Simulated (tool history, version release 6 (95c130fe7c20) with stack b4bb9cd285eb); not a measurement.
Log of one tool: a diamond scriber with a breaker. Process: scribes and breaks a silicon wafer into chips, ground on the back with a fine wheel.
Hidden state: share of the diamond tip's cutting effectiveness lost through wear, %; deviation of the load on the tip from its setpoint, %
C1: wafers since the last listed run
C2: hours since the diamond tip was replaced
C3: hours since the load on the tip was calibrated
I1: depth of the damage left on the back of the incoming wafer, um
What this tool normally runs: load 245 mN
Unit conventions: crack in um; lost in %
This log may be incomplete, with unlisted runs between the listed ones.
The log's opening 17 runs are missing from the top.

Run 18, hour 402.7: usual settings but load 284 mN; C1 45; C2 36.5; C3 1700.9; I1 1.83. Result: crack 11.21 um, lost 1.02 %.
Run 19, hour 436.0: usual settings; C1 66; C2 69.8; C3 1734.2; I1 2.95. Result: crack 10.43 um, lost 4.97 %.
Run 20, hour 452.0: usual settings; C1 32; C2 85.8; C3 1750.2; I1 2.32. Result: crack 10.49 um, lost 3.28 %.
Run 21, hour 465.8: usual settings but load 175 mN; C1 27; C2 99.6; C3 1764.0; I1 2.96. Result: crack 8.72 um, lost 20.13 %.
Run 22, hour 490.3: usual settings but load 201 mN; C1 49; C2 124.1; C3 1788.5; I1 2.28. Result: crack 9.22 um, lost 13.25 %.
Run 23, hour 514.0: usual settings but load 220 mN; C1 47; C2 147.8; C3 1812.2; I1 2.22. Result: crack 9.52 um, lost 8.35 %.
Run 24, hour 545.6: usual settings but load 184 mN; C1 63; C2 179.4; C3 1843.8; I1 2.87. Result: crack 8.83 um, lost 19.86 %.
Run 25, hour 569.6: usual settings but load 283 mN; C1 48; C2 203.4; C3 1867.8; I1 1.75. Result: crack 11.07 um, lost 1.42 %.
Run 26, hour 591.8: usual settings; C1 44; C2 225.6; C3 1890.0; I1 1.71. Result: crack 9.96 um, lost 4.88 %.
At hour 605.1: load on the tip recalibrated.
Run 27, hour 609.4: usual settings but load 274 mN; C1 31; C2 243.2; C3 4.3; I1 1.53. Result: crack 11.82 um, lost 1.07 %.
Run 28, hour 633.6: usual settings but load 305 mN; C1 48; C2 267.4; C3 28.5; I1 2.72. Result: crack 12.42 um, lost 3.54 %.
Run 29, hour 661.3: usual settings; C1 55; C2 295.1; C3 56.2; I1 2.91. Result: crack 10.77 um, lost 2.67 %.
Run 30, hour 687.0: usual settings but load 305 mN; C1 51; C2 320.8; C3 81.9; I1 1.52. Result: crack 12.33 um, lost 2.73 %.
Run 31, hour 704.1: usual settings but load 219 mN; C1 34; C2 337.9; C3 99.0; I1 2.34. Result: crack 10.15 um, lost 4.79 %.
Run 32, hour 738.4: usual settings; C1 68; C2 372.2; C3 133.3; I1 1.58. Result: crack 10.77 um, lost 1.44 %.
Run 33, hour 786.3: usual settings but load 209 mN; C1 96; C2 420.1; C3 181.2; I1 2.39. Result: crack 9.80 um, lost 6.58 %.
Run 34, hour 813.4: usual settings but load 179 mN; C1 54; C2 447.2; C3 208.3; I1 2.50. Result: crack 9.02 um, lost 14.87 %.
Run 35, hour 879.8: usual settings but load 277 mN; C1 133; C2 513.6; C3 274.7; I1 2.02. Result: crack 11.33 um, lost 1.05 %.
Run 36, hour 897.9: usual settings but load 273 mN; C1 36; C2 531.7; C3 292.8; I1 2.26. Result: crack 11.29 um, lost 1.36 %.
Run 37, hour 913.3: usual settings but load 226 mN; C1 30; C2 547.1; C3 308.2; I1 2.50. Result: crack 9.85 um, lost 6.21 %.
At hour 930.5: diamond tip replaced by a new one.
Run 38, hour 945.7: usual settings but load 203 mN; C1 61; C2 15.2; C3 340.6; I1 2.73. Result: crack 10.22 um, lost 5.09 %.
Run 39, hour 1032.8: usual settings but load 225 mN; C1 174; C2 102.3; C3 427.7; I1 1.81. Result: crack 10.63 um, lost 1.93 %.
Run 40, hour 1047.4: usual settings; C1 29; C2 116.9; C3 442.3; I1 1.62. Result: crack 11.13 um, lost 1.04 %.

5 ways to go on from here, each from the tool as it stands after run 40. What would each give?
Run A, hour 1048.1: usual settings; C1 1; C2 117.6; C3 443.0; I1 2.17. Result: crack ?, lost ?.
Run B, hour 1048.1: usual settings but load 281 mN; C1 1; C2 117.6; C3 443.0; I1 2.17. Result: crack ?, lost ?.
Run C, hour 1048.1: usual settings but load 292 mN; C1 1; C2 117.6; C3 443.0; I1 2.17. Result: crack ?, lost ?.
Run D, hour 1048.1: usual settings but load 178 mN; C1 1; C2 117.6; C3 443.0; I1 2.17. Result: crack ?, lost ?.
Run E, hour 1048.1: usual settings but load 214 mN; C1 1; C2 117.6; C3 443.0; I1 2.17. Result: crack ?, lost ?.

run  crack  lost
  A  11.09  1.24
  B  11.92  1.89
  C  12.17  2.61
  D   9.44  9.76
  E  10.34  3.33
With no hidden state in the tool, these same runs would have given:
run  crack  lost
  A  11.28  1.13
  B  12.13  2.47
  C  12.38  3.37
  D   9.60  8.26
  E  10.52  2.57
